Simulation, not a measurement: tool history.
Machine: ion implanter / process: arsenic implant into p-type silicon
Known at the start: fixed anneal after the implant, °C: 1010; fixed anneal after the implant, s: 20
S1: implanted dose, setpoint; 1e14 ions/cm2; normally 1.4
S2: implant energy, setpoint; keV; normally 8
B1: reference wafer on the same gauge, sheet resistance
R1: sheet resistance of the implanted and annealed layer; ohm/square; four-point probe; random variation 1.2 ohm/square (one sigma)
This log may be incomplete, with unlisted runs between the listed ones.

| run | hour | S1 | S2 | B1 | R1 |
|---|---|---|---|---|---|
| 1 | 0 | 1.4 | 7.5 | 562.33 | 565.17 |
| 2 | 28.8 | 1.4 | 7.5 | 562.03 | 565.99 |
| 3 | 60.8 | 1.4 | 7.5 | 562.34 | 568.15 |
| 4 | 94.8 | 1.4 | 6 | 562.06 | 580.56 |
| 5 | 128.4 | 1.4 | 6 | 562.01 | 578.93 |
| 6 | 142.9 | 1.4 | 6 | 561.56 | 577.92 |
| 7 | 167.2 | 1.4 | 8.5 | 562.17 | 561.02 |
| 8 | 194.7 | 1.4 | 8.5 | 562.05 | 559.33 |
| 9 | 228.6 | 1.4 | 8.5 | 561.66 | 559.1 |
| 10 | 255.3 | 1.07 | 8 | 561.82 | 689.63 |
| 11 | 281.1 | 1.4 | 8 | 561.56 | 561.56 |
| 12 | 307.8 | 1.4 | 8.5 | 561.52 | 560.4 |
| 13 | 320.4 | 1.4 | 8 | 561.73 | 563.05 |
| 14 | 339.4 | 1.01 | 10 | 561.97 | 698.61 |
| 15 | 358.9 | 1.24 | 10 | 561.86 | 601.02 |
| 16 | 373.8 | 1.4 | 10 | 561.87 | 546.54 |
| 17 | 402.4 | 1.26 | 9 | 561.74 | 602.44 |
| 18 | 485.4 | 1.51 | 8 | 561.69 | 529.55 |
| 19 | 512 | 1.4 | 6 | 562.14 | 576.08 |

Missing from the log above: 3 entries noted between runs. For each, name the pair of listed runs it sits between and say how the tool's hidden condition differs from the listed run just before to the listed run just after:
In the gap between runs 9 and 10: extraction supply calibrated (hour 254.8)
  no difference in the tool's unlogged condition between these two runs
In the gap between runs 10 and 11: gauge calibrated (hour 276)
  no difference in the tool's unlogged condition between these two runs
In the gap between runs 16 and 17: Faraday cup replaced and dose calibrated (hour 386.5)
  no difference in the tool's unlogged condition between these two runs
